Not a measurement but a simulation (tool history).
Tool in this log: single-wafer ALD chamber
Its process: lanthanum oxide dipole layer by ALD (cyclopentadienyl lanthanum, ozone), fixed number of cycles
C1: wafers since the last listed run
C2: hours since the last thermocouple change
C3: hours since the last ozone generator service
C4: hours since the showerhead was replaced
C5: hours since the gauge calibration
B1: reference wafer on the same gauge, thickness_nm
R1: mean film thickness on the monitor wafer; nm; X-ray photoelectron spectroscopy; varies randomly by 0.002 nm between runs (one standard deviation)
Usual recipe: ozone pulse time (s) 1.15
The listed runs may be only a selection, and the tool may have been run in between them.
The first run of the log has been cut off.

run 2 hour=66.4 | ozone_pulse_time_(s)=1.15 | C1=1361 C2=1722.5 C3=542.0 C4=2736.2 C5=746.7 | B1=0.648 | R1=0.561
run 3 hour=110.5 | ozone_pulse_time_(s)=1.15 | C1=904 C2=1766.6 C3=586.1 C4=2780.3 C5=790.8 | B1=0.650 | R1=0.560
run 4 hour=158.1 | ozone_pulse_time_(s)=1.15 | C1=976 C2=1814.2 C3=633.7 C4=2827.9 C5=838.4 | B1=0.649 | R1=0.562
run 5 hour=223.2 | ozone_pulse_time_(s)=1.15 | C1=1334 C2=1879.3 C3=698.8 C4=2893.0 C5=903.5 | B1=0.650 | R1=0.560
run 6 hour=289.6 | ozone_pulse_time_(s)=1.15 | C1=1361 C2=1945.7 C3=765.2 C4=2959.4 C5=969.9 | B1=0.649 | R1=0.558
run 7 hour=346.5 | ozone_pulse_time_(s)=1.15 | C1=1166 C2=2002.6 C3=822.1 C4=3016.3 C5=1026.8 | B1=0.649 | R1=0.558
run 8 hour=381.6 | ozone_pulse_time_(s)=1.15 | C1=719 C2=2037.7 C3=857.2 C4=3051.4 C5=1061.9 | B1=0.649 | R1=0.563
-- hour=392.0 thermocouple changed; heater temperature recalibrated
run 9 hour=451.2 | ozone_pulse_time_(s)=1.15 | C1=1263 C2=59.2 C3=926.8 C4=3121.0 C5=1131.5 | B1=0.650 | R1=0.559
run 10 hour=478.4 | ozone_pulse_time_(s)=0.80 | C1=557 C2=86.4 C3=954.0 C4=3148.2 C5=1158.7 | B1=0.648 | R1=0.525
run 11 hour=542.8 | ozone_pulse_time_(s)=0.80 | C1=1320 C2=150.8 C3=1018.4 C4=3212.6 C5=1223.1 | B1=0.648 | R1=0.523
-- hour=607.3 ozone generator serviced
run 12 hour=607.8 | ozone_pulse_time_(s)=1.40 | C1=1168 C2=215.8 C3=0.5 C4=3277.6 C5=1288.1 | B1=0.648 | R1=0.578
run 13 hour=671.3 | ozone_pulse_time_(s)=1.40 | C1=1302 C2=279.3 C3=64.0 C4=3341.1 C5=1351.6 | B1=0.648 | R1=0.576
run 14 hour=720.5 | ozone_pulse_time_(s)=1.50 | C1=1008 C2=328.5 C3=113.2 C4=3390.3 C5=1400.8 | B1=0.649 | R1=0.583
-- hour=730.2 showerhead replaced
run 15 hour=757.1 | ozone_pulse_time_(s)=1.29 | C1=586 C2=365.1 C3=149.8 C4=26.9 C5=1437.4 | B1=0.650 | R1=0.571
run 16 hour=795.1 | ozone_pulse_time_(s)=0.93 | C1=779 C2=403.1 C3=187.8 C4=64.9 C5=1475.4 | B1=0.649 | R1=0.542
run 17 hour=865.2 | ozone_pulse_time_(s)=1.15 | C1=1437 C2=473.2 C3=257.9 C4=135.0 C5=1545.5 | B1=0.649 | R1=0.561
run 18 hour=890.1 | ozone_pulse_time_(s)=1.15 | C1=510 C2=498.1 C3=282.8 C4=159.9 C5=1570.4 | B1=0.650 | R1=0.562

Expected results for the next run?
run 19 hour=947.3 | ozone_pulse_time_(s)=1.15 | C1=1172 C2=555.3 C3=340.0 C4=217.1 C5=1627.6 | B1=? | R1=?

Run 19 came out at B1 0.650, R1 0.560 nm.
With the hidden condition absent and the run-to-run variation left alone, this run would have shown R1 0.560 nm.
